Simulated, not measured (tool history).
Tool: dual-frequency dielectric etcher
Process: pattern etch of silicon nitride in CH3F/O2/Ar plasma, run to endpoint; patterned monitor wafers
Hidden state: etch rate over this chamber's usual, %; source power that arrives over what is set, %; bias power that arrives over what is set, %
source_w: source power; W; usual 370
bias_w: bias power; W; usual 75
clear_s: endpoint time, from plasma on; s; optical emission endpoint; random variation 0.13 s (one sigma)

run	day	source_w	bias_w	wafers since the last listed run	hours since the last wet clean	hours since the last source power generator calibration	hours since the last bias power generator calibration	hours since the last upper electrode change	incoming incoming film thickness, nm	clear_s
1	0	370	75	0	142	2497.7	3227.9	4078.5	30.58	42.9
2	0.917	430	75	297	164	2519.7	3249.9	4100.5	30.37	40.4
3	1.483	430	75	183	177.6	2533.3	3263.5	4114.1	30.59	40.7
4	3.733	370	75	730	231.6	2587.3	3317.5	4168.1	30.62	43.2
5	4.458	370	69	235	249	2604.7	3334.9	4185.5	30.59	45.3
6	5.95	370	69	484	284.8	2640.5	3370.7	4221.3	30.59	45.4
7	7.042	410	90	354	311	2666.7	3396.9	4247.5	30.61	37.8
8	8.271	320	75	398	340.5	2696.2	3426.4	4277	30.55	45.6
# day 8.946: source power generator calibrated
9	9.675	320	75	401	374.2	17.5	3460.1	4310.7	30.52	45.6
10	10.367	320	75	224	390.8	34.1	3476.7	4327.3	30.67	45.6
11	11.083	370	75	232	408	51.3	3493.9	4344.5	30.58	43.4
# day 11.258: bias power generator calibrated
12	11.662	430	68	133	421.9	65.2	9.7	4358.4	30.61	43.6
13	12.804	370	75	370	449.3	92.6	37.1	4385.8	30.48	43.6
14	13.6	370	75	258	468.4	111.7	56.2	4404.9	30.5	43.2
15	14.475	370	75	284	489.4	132.7	77.2	4425.9	30.5	43.4
# day 15.738: wet clean of the chamber
16	15.758	370	65	91	0.5	163.5	108	4456.7	30.31	46.1
17	15.996	450	91	77	6.2	169.2	113.7	4462.4	30.76	35.8
# day 17.233: upper electrode replaced
18	17.254	300	58	83	36.4	199.4	143.9	0.5	30.62	53.7
19	18.029	330	88	251	55	218	162.5	19.1	30.52	40.7
20	19.267	370	75	401	84.7	247.7	192.2	48.8	30.88	43.5
21	21.025	420	75	570	126.9	289.9	234.4	91	30.28	40.6
22	22.333	400	90	424	158.3	321.3	265.8	122.4	30.17	37.5
23	23.725	330	86	451	191.7	354.7	299.2	155.8	30.41	41.2

5 ways to go on from here, each from the tool as it stands after run 23. What would each give?
A	23.742	370	75	5	192.1	355.1	299.6	156.2	30.53	?
B	23.742	390	68	5	192.1	355.1	299.6	156.2	30.53	?
C	23.742	440	68	5	192.1	355.1	299.6	156.2	30.53	?
D	23.742	370	87	5	192.1	355.1	299.6	156.2	30.53	?
E	23.742	300	57	5	192.1	355.1	299.6	156.2	30.53	?

run	clear_s
A	43.2
B	44.8
C	42.9
D	39.9
E	54.8
Without the tool's hidden state the same runs would have given:
run	clear_s
A	42.8
B	44.4
C	42.5
D	39.5
E	54.3

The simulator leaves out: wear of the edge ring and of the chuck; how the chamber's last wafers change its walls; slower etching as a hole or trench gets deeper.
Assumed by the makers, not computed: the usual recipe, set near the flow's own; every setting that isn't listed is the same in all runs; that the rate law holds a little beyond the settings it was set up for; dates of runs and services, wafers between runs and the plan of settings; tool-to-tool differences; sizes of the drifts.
